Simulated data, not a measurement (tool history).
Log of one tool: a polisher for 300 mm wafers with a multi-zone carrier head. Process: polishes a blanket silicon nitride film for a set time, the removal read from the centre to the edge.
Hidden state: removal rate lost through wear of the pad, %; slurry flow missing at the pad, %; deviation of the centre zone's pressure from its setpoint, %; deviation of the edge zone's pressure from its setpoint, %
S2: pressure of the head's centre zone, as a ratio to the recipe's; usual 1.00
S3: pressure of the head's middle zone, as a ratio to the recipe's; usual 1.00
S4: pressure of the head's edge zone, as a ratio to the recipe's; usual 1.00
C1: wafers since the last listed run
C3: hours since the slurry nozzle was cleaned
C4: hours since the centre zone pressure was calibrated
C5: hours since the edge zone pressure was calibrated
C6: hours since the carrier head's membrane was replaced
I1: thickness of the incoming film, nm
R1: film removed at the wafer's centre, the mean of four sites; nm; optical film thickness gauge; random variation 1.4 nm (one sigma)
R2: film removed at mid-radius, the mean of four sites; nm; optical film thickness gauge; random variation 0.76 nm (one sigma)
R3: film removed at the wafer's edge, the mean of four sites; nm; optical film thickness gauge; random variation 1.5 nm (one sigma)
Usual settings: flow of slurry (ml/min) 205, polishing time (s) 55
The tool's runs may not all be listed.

Run 1, hour 0.0: usual settings but S4 0.91, polishing time (s) 49; C1 0; wafers polished on this pad 673; C3 437.6; C4 101.9; C5 819.5; C6 1442.2; I1 936.0. Result: R1 78.5 nm, R2 79.1 nm, R3 78.2 nm.
At hour 12.7: worn pad replaced by a new one, repeated, since the last time left the tool worse.
Run 2, hour 15.7: usual settings; C1 146; wafers polished on this pad 37; C3 453.3; C4 117.6; C5 835.2; C6 1457.9; I1 943.8. Result: R1 97.7 nm, R2 100.4 nm, R3 101.6 nm.
At hour 33.0: carrier head's membrane replaced by a new one.
Run 3, hour 33.5: usual settings but flow of slurry (ml/min) 245; C1 160; wafers polished on this pad 198; C3 471.1; C4 135.4; C5 853.0; C6 0.5; I1 938.0. Result: R1 100.7 nm, R2 103.6 nm, R3 104.9 nm.
Run 4, hour 49.9: usual settings but flow of slurry (ml/min) 245; C1 205; wafers polished on this pad 403; C3 487.5; C4 151.8; C5 869.4; C6 16.9; I1 933.2. Result: R1 102.6 nm, R2 102.5 nm, R3 104.3 nm.
Run 5, hour 63.0: usual settings but flow of slurry (ml/min) 165; C1 164; wafers polished on this pad 567; C3 500.6; C4 164.9; C5 882.5; C6 30.0; I1 940.0. Result: R1 91.0 nm, R2 95.9 nm, R3 97.9 nm.
Run 6, hour 72.0: usual settings but S2 0.96; C1 112; wafers polished on this pad 680; C3 509.6; C4 173.9; C5 891.5; C6 39.0; I1 949.4. Result: R1 91.6 nm, R2 99.1 nm, R3 100.4 nm.
Run 7, hour 88.3: usual settings but S3 1.03, S4 1.11; C1 204; wafers polished on this pad 885; C3 525.9; C4 190.2; C5 907.8; C6 55.3; I1 926.2. Result: R1 94.2 nm, R2 98.6 nm, R3 103.2 nm.
At hour 106.3: worn pad replaced by a new one.
Run 8, hour 131.1: usual settings but S2 0.94; C1 486; wafers polished on this pad 310; C3 568.7; C4 233.0; C5 950.6; C6 98.1; I1 946.6. Result: R1 94.8 nm, R2 103.5 nm, R3 103.9 nm.
Run 9, hour 145.4: usual settings but flow of slurry (ml/min) 245, S2 1.12, S3 1.03, polishing time (s) 72; C1 179; wafers polished on this pad 489; C3 583.0; C4 247.3; C5 964.9; C6 112.4; I1 945.0. Result: R1 152.3 nm, R2 140.2 nm, R3 137.9 nm.
Run 10, hour 156.4: usual settings; C1 137; wafers polished on this pad 627; C3 594.0; C4 258.3; C5 975.9; C6 123.4; I1 934.4. Result: R1 98.2 nm, R2 100.1 nm, R3 102.2 nm.
Run 11, hour 173.0: usual settings but S2 0.90, S3 1.04; C1 208; wafers polished on this pad 835; C3 610.6; C4 274.9; C5 992.5; C6 140.0; I1 941.0. Result: R1 85.9 nm, R2 100.6 nm, R3 100.3 nm.
At hour 186.5: centre zone pressure recalibrated.
Run 12, hour 188.3: usual settings but S3 0.89; C1 166; wafers polished on this pad 1002; C3 625.9; C4 1.8; C5 1007.8; C6 155.3; I1 940.6. Result: R1 93.9 nm, R2 87.3 nm, R3 95.3 nm.
At hour 192.9: worn pad replaced by a new one.
At hour 199.9: edge zone pressure recalibrated.
Run 13, hour 202.9: usual settings; C1 107; wafers polished on this pad 100; C3 640.5; C4 16.4; C5 3.0; C6 169.9; I1 945.6. Result: R1 99.5 nm, R2 101.5 nm, R3 104.4 nm.
Run 14, hour 209.7: usual settings; C1 85; wafers polished on this pad 185; C3 647.3; C4 23.2; C5 9.8; C6 176.7; I1 938.4. Result: R1 99.0 nm, R2 103.4 nm, R3 105.6 nm.
Run 15, hour 219.0: usual settings; C1 116; wafers polished on this pad 302; C3 656.6; C4 32.5; C5 19.1; C6 186.0; I1 944.2. Result: R1 98.9 nm, R2 102.7 nm, R3 102.9 nm.
At hour 221.0: slurry nozzle cleaned.
Run 16, hour 226.5: usual settings but flow of slurry (ml/min) 160, S2 0.92, S4 1.05; C1 81; wafers polished on this pad 383; C3 5.5; C4 40.0; C5 26.6; C6 193.5; I1 943.5. Result: R1 89.5 nm, R2 97.6 nm, R3 105.0 nm.
Run 17, hour 241.0: usual settings but S2 0.97, S3 0.91, polishing time (s) 68; C1 181; wafers polished on this pad 565; C3 20.0; C4 54.5; C5 41.1; C6 208.0; I1 945.6. Result: R1 121.2 nm, R2 113.3 nm, R3 128.9 nm.
Run 18, hour 251.0: usual settings but S4 1.11, polishing time (s) 72; C1 125; wafers polished on this pad 690; C3 30.0; C4 64.5; C5 51.1; C6 218.0; I1 956.7. Result: R1 124.8 nm, R2 130.4 nm, R3 140.1 nm.
Run 19, hour 268.9: usual settings but flow of slurry (ml/min) 160, S2 0.94, S3 1.09; C1 224; wafers polished on this pad 915; C3 47.9; C4 82.4; C5 69.0; C6 235.9; I1 944.9. Result: R1 84.4 nm, R2 101.1 nm, R3 95.7 nm.
At hour 295.8: worn pad replaced by a new one.
Run 20, hour 296.3: usual settings but S2 1.10; C1 293; wafers polished on this pad 5; C3 75.3; C4 109.8; C5 96.4; C6 263.3; I1 947.2. Result: R1 109.3 nm, R2 103.5 nm, R3 105.0 nm.
Run 21, hour 301.6: usual settings but flow of slurry (ml/min) 220; C1 66; wafers polished on this pad 72; C3 80.6; C4 115.1; C5 101.7; C6 268.6; I1 945.1. Result: R1 99.5 nm, R2 104.1 nm, R3 102.9 nm.
Run 22, hour 308.9: usual settings; C1 91; wafers polished on this pad 163; C3 87.9; C4 122.4; C5 109.0; C6 275.9; I1 935.2. Result: R1 100.1 nm, R2 103.0 nm, R3 102.6 nm.
Run 23, hour 323.3: usual settings; C1 180; wafers polished on this pad 344; C3 102.3; C4 136.8; C5 123.4; C6 290.3; I1 939.5. Result: R1 101.4 nm, R2 103.1 nm, R3 102.2 nm.

Hidden state at the last listed run before each entry between runs and at the first one after, where it differs:
Between runs 1 and 2: worn pad replaced by a new one, repeated, since the last time left the tool worse (hour 12.7)
  removal rate lost through wear of the pad, %: 14.3 -> 1.55
  measured less the result without the state, R1: -13.0 -> -1.6 nm; R2: -13.2 -> -1.6 nm; R3: -13.0 -> -1.6 nm
Between runs 2 and 3: carrier head's membrane replaced by a new one (hour 33.0)
  removal rate lost through wear of the pad, %: 1.55 -> 1.96
  measured less the result without the state, R1: -1.6 -> -2.0 nm; R2: -1.6 -> -2.1 nm; R3: -1.6 -> -2.1 nm
Between runs 7 and 8: worn pad replaced by a new one (hour 106.3)
  removal rate lost through wear of the pad, %: 7.13 -> 0.694
  measured less the result without the state, R1: -7.2 -> -0.6 nm; R2: -7.6 -> -0.8 nm; R3: -7.9 -> -0.7 nm
Between runs 11 and 12: centre zone pressure recalibrated (hour 186.5)
  removal rate lost through wear of the pad, %: 4.44 -> 6.66
  measured less the result without the state, R1: -4.0 -> -6.7 nm; R2: -4.7 -> -6.3 nm; R3: -4.7 -> -6.8 nm
Between runs 12 and 13: worn pad replaced by a new one (hour 192.9); edge zone pressure recalibrated (hour 199.9)
  removal rate lost through wear of the pad, %: 6.66 -> 0.325
  measured less the result without the state, R1: -6.7 -> -0.3 nm; R2: -6.3 -> -0.4 nm; R3: -6.8 -> -0.3 nm
Between runs 15 and 16: slurry nozzle cleaned (hour 221.0)
  removal rate lost through wear of the pad, %: 0.893 -> 1.33
  measured less the result without the state, R1: -0.9 -> -1.2 nm; R2: -1.0 -> -1.3 nm; R3: -0.9 -> -1.4 nm
Between runs 19 and 20: worn pad replaced by a new one (hour 295.8)
  removal rate lost through wear of the pad, %: 5.87 -> 0.141
  measured less the result without the state, R1: -5.3 -> -0.2 nm; R2: -6.3 -> -0.1 nm; R3: -6.0 -> -0.2 nm
